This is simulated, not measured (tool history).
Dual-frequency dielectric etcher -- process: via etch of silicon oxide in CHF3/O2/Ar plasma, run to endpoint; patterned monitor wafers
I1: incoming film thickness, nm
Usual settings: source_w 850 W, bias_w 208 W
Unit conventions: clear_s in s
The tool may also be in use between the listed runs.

Run 1, hour 0.0: usual settings; I1 837.6. Result: clear_s 359.4 s.
At hour 33.3: wet clean of the chamber.
Run 2, hour 33.8: usual settings but source_w 730 W, bias_w 198 W; I1 825.2. Result: clear_s 393.8 s.
Run 3, hour 40.5: usual settings but source_w 730 W, bias_w 198 W; I1 833.0. Result: clear_s 399.2 s.
Run 4, hour 66.3: usual settings; I1 833.9. Result: clear_s 362.9 s.
Run 5, hour 80.5: usual settings; I1 832.6. Result: clear_s 360.4 s.
Run 6, hour 102.2: usual settings but bias_w 220 W; I1 827.0. Result: clear_s 349.3 s.
Run 7, hour 128.2: usual settings but bias_w 220 W; I1 837.0. Result: clear_s 354.2 s.
Run 8, hour 147.8: usual settings but bias_w 220 W; I1 837.7. Result: clear_s 353.3 s.
At hour 225.8: source power generator calibrated.
Run 9, hour 244.6: usual settings but source_w 790 W, bias_w 174 W; I1 828.2. Result: clear_s 399.6 s.
Run 10, hour 266.6: usual settings but source_w 790 W, bias_w 174 W; I1 841.4. Result: clear_s 405.5 s.
Run 11, hour 291.0: usual settings; I1 826.8. Result: clear_s 356.6 s.
Run 12, hour 321.5: usual settings; I1 834.7. Result: clear_s 360.6 s.
At hour 358.4: upper electrode replaced.
Run 13, hour 358.9: usual settings but source_w 750 W, bias_w 180 W; I1 834.5. Result: clear_s 403.9 s.
Run 14, hour 359.3: usual settings but source_w 990 W, bias_w 236 W; I1 830.7. Result: clear_s 314.6 s.
Run 15, hour 369.2: usual settings but source_w 670 W, bias_w 170 W; I1 833.7. Result: clear_s 437.7 s.
At hour 380.8: bias power generator calibrated.
Run 16, hour 393.6: usual settings; I1 833.0. Result: clear_s 356.3 s.
At hour 422.2: wet clean of the chamber.
Run 17, hour 422.7: usual settings; I1 832.5. Result: clear_s 363.3 s.
Run 18, hour 486.2: usual settings but source_w 730 W, bias_w 256 W; I1 826.3. Result: clear_s 351.5 s.
Run 19, hour 502.1: usual settings but source_w 910 W, bias_w 238 W; I1 830.7. Result: clear_s 331.9 s.
Run 20, hour 537.8: usual settings but source_w 910 W, bias_w 238 W; I1 830.9. Result: clear_s 328.4 s.
Run 21, hour 554.8: usual settings but bias_w 183 W; I1 832.2. Result: clear_s 378.6 s.
Run 22, hour 573.2: usual settings; I1 833.9. Result: clear_s 359.5 s.
Run 23, hour 593.2: usual settings but bias_w 191 W; I1 822.4. Result: clear_s 368.7 s.
Run 24, hour 626.6: usual settings but bias_w 230 W; I1 827.0. Result: clear_s 342.9 s.
Run 25, hour 651.7: usual settings but source_w 940 W; I1 842.2. Result: clear_s 346.8 s.

Alternative continuations, all from the tool just after run 25; predict every row:
Run A, hour 652.2: usual settings; I1 817.9. Result: clear_s ?.
Run B, hour 652.2: usual settings but bias_w 167 W; I1 817.9. Result: clear_s ?.
Run C, hour 652.2: usual settings but source_w 760 W; I1 817.9. Result: clear_s ?.
Run D, hour 652.2: usual settings but source_w 1020 W, bias_w 248 W; I1 817.9. Result: clear_s ?.

run  clear_s
  A    354.7
  B    389.0
  C    374.2
  D    302.9
With no hidden state in the tool, these same runs would have given:
run  clear_s
  A    357.0
  B    391.6
  C    376.6
  D    304.9
